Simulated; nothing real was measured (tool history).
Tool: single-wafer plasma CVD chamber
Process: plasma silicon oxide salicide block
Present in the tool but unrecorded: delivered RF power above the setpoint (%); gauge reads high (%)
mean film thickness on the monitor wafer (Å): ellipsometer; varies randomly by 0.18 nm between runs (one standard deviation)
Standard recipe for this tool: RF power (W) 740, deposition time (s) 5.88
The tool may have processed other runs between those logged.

| run | day | RF power (W) | deposition time (s) | wafers since the last listed run | hours since the last RF generator calibration | hours since the showerhead was replaced | hours since the gauge calibration | read-back reference wafer on the same gauge, thickness_nm | mean film thickness on the monitor wafer (Å) |
|---|---|---|---|---|---|---|---|---|---|
| 1 | 0.000 | 740 | 5.88 | 0 | 655.9 | 4081.7 | 99.6 | 64.961 | 643.07 |
| 2 | 1.454 | 800 | 5.88 | 1690 | 690.8 | 4116.6 | 134.5 | 65.033 | 656.43 |
| 3 | 2.471 | 800 | 5.88 | 1182 | 715.2 | 4141.0 | 158.9 | 64.994 | 654.74 |
| 4 | 5.271 | 740 | 5.01 | 3255 | 782.4 | 4208.2 | 226.1 | 64.987 | 548.49 |
| 5 | 7.442 | 740 | 5.88 | 2523 | 834.5 | 4260.3 | 278.2 | 65.024 | 644.11 |
| 6 | 8.667 | 740 | 5.88 | 1424 | 863.9 | 4289.7 | 307.6 | 65.004 | 643.67 |
| 7 | 11.154 | 740 | 5.88 | 2892 | 923.6 | 4349.4 | 367.3 | 65.033 | 643.70 |
| 8 | 13.412 | 740 | 5.88 | 2625 | 977.8 | 4403.6 | 421.5 | 64.994 | 640.27 |
| 9 | 16.154 | 740 | 5.88 | 3187 | 1043.6 | 4469.4 | 487.3 | 64.998 | 644.00 |
| 10 | 18.596 | 740 | 5.88 | 2838 | 1102.2 | 4528.0 | 545.9 | 65.011 | 642.55 |
| 11 | 21.279 | 740 | 5.88 | 3119 | 1166.6 | 4592.4 | 610.3 | 64.982 | 641.59 |
| 12 | 24.267 | 740 | 5.88 | 3473 | 1238.3 | 4664.1 | 682.0 | 65.021 | 643.01 |
| 13 | 26.967 | 690 | 5.88 | 3139 | 1303.1 | 4728.9 | 746.8 | 65.079 | 629.59 |
|  | 28.596 | showerhead replaced |
| 14 | 29.708 | 690 | 5.88 | 2800 | 1368.9 | 26.7 | 812.6 | 64.954 | 631.78 |
| 15 | 31.871 | 740 | 5.88 | 2514 | 1420.8 | 78.6 | 864.5 | 65.003 | 643.04 |
| 16 | 33.771 | 630 | 5.88 | 2209 | 1466.4 | 124.2 | 910.1 | 64.999 | 616.59 |
| 17 | 36.408 | 660 | 4.73 | 3066 | 1529.7 | 187.5 | 973.4 | 65.045 | 502.33 |
| 18 | 38.746 | 885 | 5.88 | 2717 | 1585.8 | 243.6 | 1029.5 | 64.979 | 671.09 |
| 19 | 41.000 | 790 | 5.09 | 2620 | 1639.9 | 297.7 | 1083.6 | 65.033 | 566.87 |
|  | 42.654 | RF generator calibrated |
| 20 | 43.292 | 625 | 4.86 | 2276 | 15.3 | 352.7 | 1138.6 | 65.019 | 510.07 |
| 21 | 45.175 | 805 | 5.56 | 2189 | 60.5 | 397.9 | 1183.8 | 64.978 | 620.96 |
| 22 | 46.525 | 650 | 4.97 | 1569 | 92.9 | 430.3 | 1216.2 | 65.041 | 524.34 |
| 23 | 49.254 | 660 | 4.97 | 3173 | 158.4 | 495.8 | 1281.7 | 64.951 | 527.12 |
|  | 49.562 | gauge calibrated |
| 24 | 51.717 | 860 | 5.88 | 2863 | 217.5 | 554.9 | 51.7 | 64.983 | 669.86 |
| 25 | 55.258 | 650 | 4.89 | 4117 | 302.5 | 639.9 | 136.7 | 64.979 | 516.93 |
| 26 | 56.450 | 665 | 5.11 | 1385 | 331.1 | 668.5 | 165.3 | 65.009 | 544.34 |
| 27 | 57.700 | 740 | 5.88 | 1453 | 361.1 | 698.5 | 195.3 | 64.986 | 641.24 |
| 28 | 59.521 | 600 | 4.71 | 2116 | 404.8 | 742.2 | 239.0 | 65.003 | 487.50 |
| 29 | 62.517 | 740 | 5.88 | 3483 | 476.7 | 814.1 | 310.9 | 65.017 | 644.00 |

Below are 5 alternative next runs, each starting from the tool's condition after run 29. Predict each:
| A | 62.533 | 740 | 6.57 | 19 | 477.1 | 814.5 | 311.3 | ? | ? |
| B | 62.533 | 810 | 4.84 | 19 | 477.1 | 814.5 | 311.3 | ? | ? |
| C | 62.533 | 815 | 5.06 | 19 | 477.1 | 814.5 | 311.3 | ? | ? |
| D | 62.533 | 665 | 4.98 | 19 | 477.1 | 814.5 | 311.3 | ? | ? |
| E | 62.533 | 690 | 4.98 | 19 | 477.1 | 814.5 | 311.3 | ? | ? |

| run | read-back reference wafer on the same gauge, thickness_nm | mean film thickness on the monitor wafer (Å) |
|---|---|---|
| A | 64.959 | 717.17 |
| B | 64.959 | 540.88 |
| C | 64.959 | 566.38 |
| D | 64.959 | 528.93 |
| E | 64.959 | 533.93 |
Take away the tool's hidden state, keep each run's random variation, and the runs would have read:
| run | mean film thickness on the monitor wafer (Å) |
|---|---|
| A | 717.17 |
| B | 540.88 |
| C | 566.38 |
| D | 528.93 |
| E | 533.93 |
